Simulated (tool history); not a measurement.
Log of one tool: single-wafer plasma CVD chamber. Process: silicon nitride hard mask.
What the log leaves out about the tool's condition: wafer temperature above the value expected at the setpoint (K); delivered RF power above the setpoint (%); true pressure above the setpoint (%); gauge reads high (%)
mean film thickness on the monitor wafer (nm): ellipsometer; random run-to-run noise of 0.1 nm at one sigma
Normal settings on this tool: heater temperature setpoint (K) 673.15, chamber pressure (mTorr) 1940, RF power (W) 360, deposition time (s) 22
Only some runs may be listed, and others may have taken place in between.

run     day  heater temperature setpoint (K)  chamber pressure (mTorr)  RF power (W)  deposition time (s)  wafers since the last listed run  hours since the last thermocouple change  hours since the last RF generator calibration  hours since the last manometer calibration  hours since the showerhead was replaced  hours since the gauge calibration  read-back reference wafer on the same gauge, thickness_nm  mean film thickness on the monitor wafer (nm)
  1       0                           673.15                      2300           360                   22                                 0                                    1873.7                                          918.8                                      2025.3                                   4623.5                               1528                                                     27.568                                          29.89
  2   2.675                           673.15                      2300           360                   22                              2590                                    1937.9                                            983                                      2089.5                                   4687.7                             1592.2                                                     27.594                                         29.796
  3   4.504                           673.15                      1940           360                   22                              1771                                    1981.8                                         1026.9                                      2133.4                                   4731.6                             1636.1                                                     27.602                                         29.414
  4   7.896                           673.15                      1940           360                   22                              3285                                    2063.2                                         1108.3                                      2214.8                                     4813                             1717.5                                                      27.58                                         29.176
  5  10.879                           673.15                      1940           360                   22                              2889                                    2134.8                                         1179.9                                      2286.4                                   4884.6                             1789.1                                                     27.595                                         29.154
  6  15.046                           673.15                      1940           360                   22                              4035                                    2234.8                                         1279.9                                      2386.4                                   4984.6                             1889.1                                                     27.623                                         29.081
  7  19.479                           673.15                      1940           360                   22                              4293                                    2341.2                                         1386.3                                      2492.8                                     5091                             1995.5                                                     27.616                                          29.08
     19.825  -- showerhead replaced
  8  22.096                           673.15                      1940           360                   22                              2211                                      2404                                         1449.1                                      2555.6                                     54.5                             2058.3                                                     27.602                                          29.25
     30.871  -- capacitance manometer re-zeroed and calibrated
  9  31.117                           673.15                      1940           360                   22                              8414                                    2620.5                                         1665.6                                         5.9                                      271                             2274.8                                                      27.63                                         29.114
 10   32.65                           673.15                      1620           360                   22                              1485                                    2657.3                                         1702.4                                        42.7                                    307.8                             2311.6                                                      27.62                                         28.453
 11  34.329                           673.15                      1620           360                   22                              1626                                    2697.6                                         1742.7                                          83                                    348.1                             2351.9                                                     27.669                                         28.295
 12  35.862                           678.15                      1940           420                   22                              1485                                    2734.4                                         1779.5                                       119.8                                    384.9                             2388.7                                                     27.638                                          31.83
 13  38.112                           673.15                      1940           360                   22                              2179                                    2788.4                                         1833.5                                       173.8                                    438.9                             2442.7                                                     27.593                                         29.346
     39.383  -- thermocouple changed; heater temperature recalibrated
 14  39.638                           673.15                      1940           360                   22                              1154                                       6.1                                         1870.1                                       210.4                                    475.5                             2479.3                                                     27.652                                         29.195
 15   41.85                           684.15                      1520           310                 23.3                              2142                                      59.2                                         1923.2                                       263.5                                    528.6                             2532.4                                                     27.641                                         27.236
 16  44.333                           673.15                      1940           360                   22                              2405                                     118.8                                         1982.8                                       323.1                                    588.2                               2592                                                     27.629                                         29.011
     47.379  -- gauge calibrated
 17  48.725                           661.15                      2420           295                 25.4                              4253                                     224.2                                         2088.2                                       428.5                                    693.6                               32.3                                                     27.175                                         30.286
     50.571  -- RF generator calibrated
 18   51.35                           667.15                      1940           290                 24.7                              2219                                     287.2                                           18.7                                       491.5                                    756.6                               95.3                                                     27.236                                         28.138
 19  55.233                           673.15                      1940           360                   22                              3761                                     380.4                                          111.9                                       584.7                                    849.8                              188.5                                                     27.281                                         28.654
 20  57.867                           673.15                      2210           360                   22                              2550                                     443.6                                          175.1                                       647.9                                      913                              251.7                                                     27.323                                         29.343
 21  60.908                           673.15                      1940           360                   22                              2946                                     516.6                                          248.1                                       720.9                                      986                              324.7                                                     27.367                                         28.928
 22  63.542                           684.15                      1720           360                   22                              2550                                     579.8                                          311.3                                       784.1                                   1049.2                              387.9                                                      27.36                                         28.398
 23  66.825                           673.15                      2380           320                   22                              3180                                     658.6                                          390.1                                       862.9                                     1128                              466.7                                                     27.393                                         27.693
 24    68.9                           679.15                      1720           300                 25.9                              2009                                     708.4                                          439.9                                       912.7                                   1177.8                              516.5                                                     27.399                                         29.767
 25  71.638                           673.15                      1940           360                   22                              2651                                     774.1                                          505.6                                       978.4                                   1243.5                              582.2                                                     27.422                                         28.979
 26  73.221                           673.15                      2160           295                   22                              1533                                     812.1                                          543.6                                      1016.4                                   1281.5                              620.2                                                     27.428                                          25.91
 27  77.625                           684.15                      1720           360                   22                              4265                                     917.8                                          649.3                                      1122.1                                   1387.2                              725.9                                                     27.447                                         28.419
 28  80.088                           660.15                      1940           360                 23.5                              2385                                     976.9                                          708.4                                      1181.2                                   1446.3                                785                                                     27.489                                         31.089
 29  82.279                           686.15                      1940           360                   22                              2122                                    1029.5                                            761                                      1233.8                                   1498.9                              837.6                                                     27.497                                         28.881

Below are 3 alternative next runs, each starting from the tool's condition after run 29. Predict each:
  A  82.296                           673.15                      1940           360                 19.1                                16                                    1029.9                                          761.4                                      1234.2                                   1499.3                                838                                                          ?                                              ?
  B  82.296                           679.15                      1690           330                   22                                16                                    1029.9                                          761.4                                      1234.2                                   1499.3                                838                                                          ?                                              ?
  C  82.296                           681.15                      1940           335                 18.9                                16                                    1029.9                                          761.4                                      1234.2                                   1499.3                                838                                                          ?                                              ?

run  read-back reference wafer on the same gauge, thickness_nm  mean film thickness on the monitor wafer (nm)
  A                                                     27.471                                         25.241
  B                                                     27.471                                         26.988
  C                                                     27.471                                         23.823
Without the tool's unlogged condition, the same runs would have read:
run  mean film thickness on the monitor wafer (nm)
  A                                         24.983
  B                                         26.712
  C                                         23.579
